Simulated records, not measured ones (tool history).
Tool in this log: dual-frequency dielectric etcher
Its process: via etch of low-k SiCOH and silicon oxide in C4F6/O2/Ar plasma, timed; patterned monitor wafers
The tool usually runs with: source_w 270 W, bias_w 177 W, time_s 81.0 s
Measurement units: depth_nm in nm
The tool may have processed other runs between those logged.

run,hour,source_w,bias_w,time_s,wafers since the last listed run,hours since the last wet clean,hours since the last source power generator calibration,hours since the last bias power generator calibration,hours since the last upper electrode change,hours since the gauge calibration,"read-back reference wafer on the same gauge, depth_nm",depth_nm
1,0.0,270,196,81.0,0,83.5,4463.5,2276.1,3799.7,172.4,238.9,208.0
2,16.5,270,196,81.0,110,100.0,4480.0,2292.6,3816.2,188.9,239.1,209.3
3,24.3,270,177,81.0,52,107.8,4487.8,2300.4,3824.0,196.7,239.3,201.1
4,31.0,270,177,81.0,44,114.5,4494.5,2307.1,3830.7,203.4,239.0,201.8
5,42.6,270,177,81.0,77,126.1,4506.1,2318.7,3842.3,215.0,239.1,203.3
6,93.8,300,177,81.0,343,177.3,4557.3,2369.9,3893.5,266.2,239.1,207.4
7,101.1,300,177,81.0,49,184.6,4564.6,2377.2,3900.8,273.5,239.1,207.2
8,108.1,300,177,81.0,47,191.6,4571.6,2384.2,3907.8,280.5,239.0,208.6
# hour 118.7: source power generator calibrated
9,124.5,270,177,81.0,83,208.0,5.8,2400.6,3924.2,296.9,239.0,203.8
10,138.2,270,177,81.0,92,221.7,19.5,2414.3,3937.9,310.6,239.0,203.5
11,144.7,270,154,81.0,43,228.2,26.0,2420.8,3944.4,317.1,238.8,194.4
12,157.7,270,154,81.0,87,241.2,39.0,2433.8,3957.4,330.1,239.0,193.9
# hour 169.6: gauge calibrated
13,170.1,270,154,81.0,83,253.6,51.4,2446.2,3969.8,0.5,239.1,195.4
# hour 194.9: upper electrode replaced
14,195.4,270,177,81.0,8,278.9,76.7,2471.5,0.5,25.8,239.0,204.4
15,196.0,240,149,70.0,4,279.5,77.3,2472.1,1.1,26.4,239.1,161.7
16,202.5,310,207,58.0,43,286.0,83.8,2478.6,7.6,32.9,239.0,161.1
17,220.1,240,133,61.0,118,303.6,101.4,2496.2,25.2,50.5,238.8,137.0
# hour 228.8: bias power generator calibrated
18,237.8,230,177,81.0,92,321.3,119.1,9.0,42.9,68.2,239.0,196.6
19,250.9,210,177,81.0,87,334.4,132.2,22.1,56.0,81.3,238.9,192.8
20,258.1,270,177,81.0,48,341.6,139.4,29.3,63.2,88.5,239.2,205.8
21,272.0,310,156,88.5,93,355.5,153.3,43.2,77.1,102.4,239.0,225.1
# hour 299.9: wet clean of the chamber
22,300.4,220,177,101.5,29,0.5,181.7,71.6,105.5,130.8,239.1,237.3
23,302.4,320,177,81.0,13,2.5,183.7,73.6,107.5,132.8,239.1,210.1
24,310.1,220,177,88.0,51,10.2,191.4,81.3,115.2,140.5,239.2,207.1
25,325.9,270,147,94.5,106,26.0,207.2,97.1,131.0,156.3,238.9,220.7
26,339.6,270,217,81.0,92,39.7,220.9,110.8,144.7,170.0,239.0,214.7

Run 27 comes next. What will it give?
27,354.0,270,177,81.0,96,54.1,235.3,125.2,159.1,184.4,?,?

Run 27 gave read-back reference wafer on the same gauge, depth_nm 238.9, depth_nm 201.1 nm.
With the hidden condition absent and the run-to-run variation left alone, this run would have shown depth_nm 199.9 nm.
